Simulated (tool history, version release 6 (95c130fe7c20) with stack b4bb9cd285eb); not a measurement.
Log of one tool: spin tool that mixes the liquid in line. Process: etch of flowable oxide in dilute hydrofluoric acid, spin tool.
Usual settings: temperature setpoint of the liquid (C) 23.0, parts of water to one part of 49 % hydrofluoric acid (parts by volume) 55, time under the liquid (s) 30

run,hour,temperature setpoint of the liquid (C),parts of water to one part of 49 % hydrofluoric acid (parts by volume),time under the liquid (s),wafers since the last listed run,hours since the thermometer was replaced,hours since the hydrofluoric acid flow meter was replaced,hours since the gauge calibration,"read-back film thickness of the flowable oxide reference wafer, read on the same gauge (nm)",thickness taken off the flowable oxide on a monitor wafer (Å)
1,0.0,24.5,55,30,0,104.5,84.0,385.0,58.94,245.8
2,64.1,24.5,55,30,1278,168.6,148.1,449.1,58.79,246.0
3,95.1,23.0,55,30,618,199.6,179.1,480.1,58.74,229.8
4,150.8,25.5,55,30,1111,255.3,234.8,535.8,58.61,250.2
5,175.5,25.5,55,30,492,280.0,259.5,560.5,58.55,252.4
6,204.8,25.5,55,30,584,309.3,288.8,589.8,58.55,251.3
7,228.8,19.0,35,30,478,333.3,312.8,613.8,58.44,311.8
8,283.7,23.0,55,30,1095,388.2,367.7,668.7,58.29,225.9
9,318.7,23.0,55,30,698,423.2,402.7,703.7,58.19,228.6
10,352.4,23.0,55,30,672,456.9,436.4,737.4,58.13,225.8
11,386.5,23.0,55,30,680,491.0,470.5,771.5,58.01,227.0
12,445.0,23.0,55,30,1167,549.5,529.0,830.0,57.95,224.9
# hour 447.1: thermometer replaced
13,491.0,21.0,55,30,897,43.9,575.0,876.0,57.80,208.5
14,562.9,22.0,55,30,1434,115.8,646.9,947.9,57.64,218.0
15,606.3,22.0,55,30,865,159.2,690.3,991.3,57.45,216.7
16,631.1,23.0,55,20,494,184.0,715.1,1016.1,57.47,149.3
# hour 681.5: gauge calibrated
17,692.0,20.5,55,15,1214,244.9,776.0,10.5,59.49,104.2
18,750.7,23.0,55,30,1171,303.6,834.7,69.2,59.35,231.2
# hour 758.4: hydrofluoric acid flow meter replaced
19,797.6,28.0,35,30,915,350.5,39.2,116.1,59.23,457.2
20,829.7,24.5,35,45,640,382.6,71.3,148.2,59.19,595.0
21,882.2,21.5,55,30,1047,435.1,123.8,200.7,59.04,218.6
22,935.1,23.0,75,30,1055,488.0,176.7,253.6,58.86,163.9
23,963.0,19.0,35,30,556,515.9,204.6,281.5,58.79,313.1
24,1021.3,23.0,65,30,1163,574.2,262.9,339.8,58.67,192.4
25,1048.2,23.0,55,40,536,601.1,289.8,366.7,58.63,306.4
# hour 1061.6: thermometer replaced
26,1081.5,23.0,55,30,644,19.9,323.1,400.0,58.52,227.6
27,1125.5,23.0,65,35,877,63.9,367.1,444.0,58.48,224.2
28,1165.9,24.5,40,30,806,104.3,407.5,484.4,58.36,339.6
29,1201.3,19.5,45,20,706,139.7,442.9,519.8,58.26,162.2
30,1228.1,20.5,65,30,534,166.5,469.7,546.6,58.20,171.2
31,1273.6,26.0,30,15,907,212.0,515.2,592.1,58.13,244.0
32,1319.2,25.5,75,20,909,257.6,560.8,637.7,57.97,119.3
33,1357.5,23.0,55,30,764,295.9,599.1,676.0,57.95,225.1

What the log doesn't show, run by run:
liquid hotter than its thermometer reads (K): 0 in every run
hydrofluoric acid flow above the setpoint (%): 0 in every run
H1: gauge reads high (%)
run,H1
1,-1.71
2,-1.97
3,-2.09
4,-2.31
5,-2.41
6,-2.53
7,-2.63
8,-2.85
9,-2.99
10,-3.12
11,-3.26
12,-3.49
13,-3.68
14,-3.96
15,-4.14
16,-4.24
17,-0.827
18,-1.06
19,-1.25
20,-1.38
21,-1.59
22,-1.8
23,-1.91
24,-2.14
25,-2.25
26,-2.38
27,-2.56
28,-2.72
29,-2.86
30,-2.97
31,-3.15
32,-3.34
33,-3.49
